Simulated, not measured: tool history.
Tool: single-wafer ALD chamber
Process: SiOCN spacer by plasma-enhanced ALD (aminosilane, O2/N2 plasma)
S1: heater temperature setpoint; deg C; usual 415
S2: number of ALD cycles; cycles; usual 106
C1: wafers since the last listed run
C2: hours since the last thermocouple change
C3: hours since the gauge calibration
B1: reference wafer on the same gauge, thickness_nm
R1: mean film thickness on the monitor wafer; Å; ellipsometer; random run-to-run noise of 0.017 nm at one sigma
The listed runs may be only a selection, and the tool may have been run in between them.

run 1 hour=0 | S1=415 S2=106 | C1=0 C2=112.1 C3=15.7 | B1=5.166 | R1=62.28
run 2 hour=53.9 | S1=415 S2=106 | C1=177 C2=166 C3=69.6 | B1=5.176 | R1=62.79
run 3 hour=134.7 | S1=415 S2=92 | C1=266 C2=246.8 C3=150.4 | B1=5.192 | R1=54.31
run 4 hour=252.5 | S1=415 S2=92 | C1=388 C2=364.6 C3=268.2 | B1=5.208 | R1=54.53
run 5 hour=313.4 | S1=415 S2=92 | C1=200 C2=425.5 C3=329.1 | B1=5.217 | R1=54.74
run 6 hour=377.7 | S1=415 S2=106 | C1=211 C2=489.8 C3=393.4 | B1=5.215 | R1=63.02
run 7 hour=434.2 | S1=419 S2=106 | C1=186 C2=546.3 C3=449.9 | B1=5.22 | R1=62.35
run 8 hour=490.7 | S1=415 S2=113 | C1=186 C2=602.8 C3=506.4 | B1=5.223 | R1=67.06
run 9 hour=541.8 | S1=415 S2=113 | C1=168 C2=653.9 C3=557.5 | B1=5.226 | R1=67.5
run 10 hour=608 | S1=415 S2=113 | C1=218 C2=720.1 C3=623.7 | B1=5.23 | R1=67.39
run 11 hour=645.9 | S1=415 S2=106 | C1=124 C2=758 C3=661.6 | B1=5.23 | R1=63.3
run 12 hour=680.9 | S1=405 S2=100 | C1=115 C2=793 C3=696.6 | B1=5.228 | R1=61.8
run 13 hour=721.1 | S1=410 S2=114 | C1=132 C2=833.2 C3=736.8 | B1=5.233 | R1=69.03
-- hour=751.5 gauge calibrated
run 14 hour=763.8 | S1=407 S2=98 | C1=140 C2=875.9 C3=12.3 | B1=5.167 | R1=59.12
run 15 hour=797.8 | S1=406 S2=93 | C1=112 C2=909.9 C3=46.3 | B1=5.177 | R1=56.71
run 16 hour=826.2 | S1=415 S2=106 | C1=93 C2=938.3 C3=74.7 | B1=5.182 | R1=62.59
run 17 hour=852 | S1=408 S2=114 | C1=84 C2=964.1 C3=100.5 | B1=5.185 | R1=69.01
run 18 hour=909.8 | S1=415 S2=98 | C1=190 C2=1021.9 C3=158.3 | B1=5.199 | R1=57.99
-- hour=1073.1 thermocouple changed; heater temperature recalibrated
run 19 hour=1121.4 | S1=425 S2=93 | C1=670 C2=48.3 C3=369.9 | B1=5.221 | R1=53.27
run 20 hour=1246.9 | S1=406 S2=93 | C1=413 C2=173.8 C3=495.4 | B1=5.228 | R1=57.28
run 21 hour=1280.3 | S1=405 S2=88 | C1=110 C2=207.2 C3=528.8 | B1=5.231 | R1=54.4
run 22 hour=1309.1 | S1=400 S2=91 | C1=94 C2=236 C3=557.6 | B1=5.23 | R1=56.83

Run 23, settings as shown, results not yet in. Your forecast:
run 23 hour=1377 | S1=428 S2=99 | C1=223 C2=303.9 C3=625.5 | B1=? | R1=?

{"run 23": {"B1": 5.236, "R1": 56.19}}
Were there no unlogged condition in the tool, this run, its random variation unchanged, would have produced R1 55.51 Å.

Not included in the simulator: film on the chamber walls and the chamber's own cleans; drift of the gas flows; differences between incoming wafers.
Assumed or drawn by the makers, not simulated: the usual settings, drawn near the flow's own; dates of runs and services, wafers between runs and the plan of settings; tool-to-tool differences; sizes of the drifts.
